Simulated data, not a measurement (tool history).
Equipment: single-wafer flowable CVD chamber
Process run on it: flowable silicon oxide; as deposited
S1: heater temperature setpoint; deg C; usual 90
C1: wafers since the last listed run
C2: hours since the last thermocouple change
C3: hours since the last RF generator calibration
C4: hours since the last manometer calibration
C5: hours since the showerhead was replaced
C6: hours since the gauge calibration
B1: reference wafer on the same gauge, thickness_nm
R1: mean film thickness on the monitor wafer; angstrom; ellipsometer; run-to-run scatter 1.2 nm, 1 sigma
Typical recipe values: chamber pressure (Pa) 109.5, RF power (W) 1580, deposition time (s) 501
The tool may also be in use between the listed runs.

Run 1, day 0.000: usual settings; C1 0; C2 2252.8; C3 1196.6; C4 1902.5; C5 4333.6; C6 228.0; B1 416.010. Result: R1 3816.23 angstrom.
Run 2, day 0.912: usual settings; C1 87; C2 2274.7; C3 1218.5; C4 1924.4; C5 4355.5; C6 249.9; B1 416.425. Result: R1 3834.35 angstrom.
Run 3, day 2.129: usual settings; C1 116; C2 2303.9; C3 1247.7; C4 1953.6; C5 4384.7; C6 279.1; B1 415.722. Result: R1 3853.33 angstrom.
Run 4, day 3.546: usual settings; C1 135; C2 2337.9; C3 1281.7; C4 1987.6; C5 4418.7; C6 313.1; B1 416.095. Result: R1 3829.73 angstrom.
Run 5, day 5.517: usual settings; C1 189; C2 2385.2; C3 1329.0; C4 2034.9; C5 4466.0; C6 360.4; B1 416.502. Result: R1 3846.12 angstrom.
Run 6, day 7.000: usual settings; C1 142; C2 2420.8; C3 1364.6; C4 2070.5; C5 4501.6; C6 396.0; B1 415.447. Result: R1 3839.91 angstrom.
Run 7, day 8.067: usual settings; C1 102; C2 2446.4; C3 1390.2; C4 2096.1; C5 4527.2; C6 421.6; B1 415.525. Result: R1 3826.73 angstrom.
At day 8.558: showerhead replaced.
At day 9.188: capacitance manometer re-zeroed and calibrated.
Run 8, day 9.321: usual settings; C1 56; C2 2476.5; C3 1420.3; C4 3.2; C5 18.3; C6 451.7; B1 416.135. Result: R1 3849.52 angstrom.
At day 10.025: thermocouple changed; heater temperature recalibrated.
Run 9, day 10.675: usual settings; C1 97; C2 15.6; C3 1452.8; C4 35.7; C5 50.8; C6 484.2; B1 415.881. Result: R1 3864.98 angstrom.
At day 11.250: RF generator calibrated.
Run 10, day 11.738: usual settings; C1 69; C2 41.1; C3 11.7; C4 61.2; C5 76.3; C6 509.7; B1 415.502. Result: R1 3822.40 angstrom.
Run 11, day 12.804: usual settings; C1 102; C2 66.7; C3 37.3; C4 86.8; C5 101.9; C6 535.3; B1 416.037. Result: R1 3820.47 angstrom.
Run 12, day 14.196: usual settings; C1 133; C2 100.1; C3 70.7; C4 120.2; C5 135.3; C6 568.7; B1 416.197. Result: R1 3837.48 angstrom.
At day 14.292: gauge calibrated.
Run 13, day 15.696: usual settings but S1 86 deg C, chamber pressure (Pa) 86.0, RF power (W) 1750; C1 143; C2 136.1; C3 106.7; C4 156.2; C5 171.3; C6 33.7; B1 415.985. Result: R1 3557.72 angstrom.
Run 14, day 16.950: usual settings; C1 120; C2 166.2; C3 136.8; C4 186.3; C5 201.4; C6 63.8; B1 415.594. Result: R1 3810.73 angstrom.
Run 15, day 17.954: usual settings; C1 96; C2 190.3; C3 160.9; C4 210.4; C5 225.5; C6 87.9; B1 415.483. Result: R1 3810.96 angstrom.
Run 16, day 18.579: usual settings; C1 59; C2 205.3; C3 175.9; C4 225.4; C5 240.5; C6 102.9; B1 415.445. Result: R1 3827.65 angstrom.
Run 17, day 19.092: usual settings but chamber pressure (Pa) 130.3, deposition time (s) 463; C1 49; C2 217.6; C3 188.2; C4 237.7; C5 252.8; C6 115.2; B1 415.926. Result: R1 4220.20 angstrom.
Run 18, day 20.133: usual settings but S1 80 deg C, RF power (W) 1320, deposition time (s) 416; C1 99; C2 242.6; C3 213.2; C4 262.7; C5 277.8; C6 140.2; B1 415.978. Result: R1 4111.73 angstrom.
Run 19, day 21.217: usual settings but S1 79 deg C, chamber pressure (Pa) 99.9; C1 103; C2 268.6; C3 239.2; C4 288.7; C5 303.8; C6 166.2; B1 415.941. Result: R1 5036.08 angstrom.
Run 20, day 22.183: usual settings but S1 97 deg C, chamber pressure (Pa) 136.8, RF power (W) 1760; C1 92; C2 291.8; C3 262.4; C4 311.9; C5 327.0; C6 189.4; B1 416.232. Result: R1 3797.57 angstrom.
Run 21, day 23.108: usual settings but S1 80 deg C, RF power (W) 1745, deposition time (s) 465; C1 88; C2 314.0; C3 284.6; C4 334.1; C5 349.2; C6 211.6; B1 415.782. Result: R1 5134.95 angstrom.
Run 22, day 23.862: usual settings but RF power (W) 1850; C1 72; C2 332.1; C3 302.7; C4 352.2; C5 367.3; C6 229.7; B1 416.252. Result: R1 4045.12 angstrom.
Run 23, day 24.633: usual settings but RF power (W) 1740; C1 73; C2 350.6; C3 321.2; C4 370.7; C5 385.8; C6 248.2; B1 415.879. Result: R1 3943.64 angstrom.
Run 24, day 25.200: usual settings; C1 54; C2 364.2; C3 334.8; C4 384.3; C5 399.4; C6 261.8; B1 415.678. Result: R1 3841.07 angstrom.

Hidden condition of the tool, last listed run before each entry between runs versus first listed run after:
In the gap between runs 7 and 8: showerhead replaced (day 8.558); capacitance manometer re-zeroed and calibrated (day 9.188)
  no hidden state differs between the two runs
In the gap between runs 8 and 9: thermocouple changed; heater temperature recalibrated (day 10.025)
  no hidden state differs between the two runs
In the gap between runs 9 and 10: RF generator calibrated (day 11.250)
  no hidden state differs between the two runs
In the gap between runs 12 and 13: gauge calibrated (day 14.292)
  no hidden state differs between the two runs
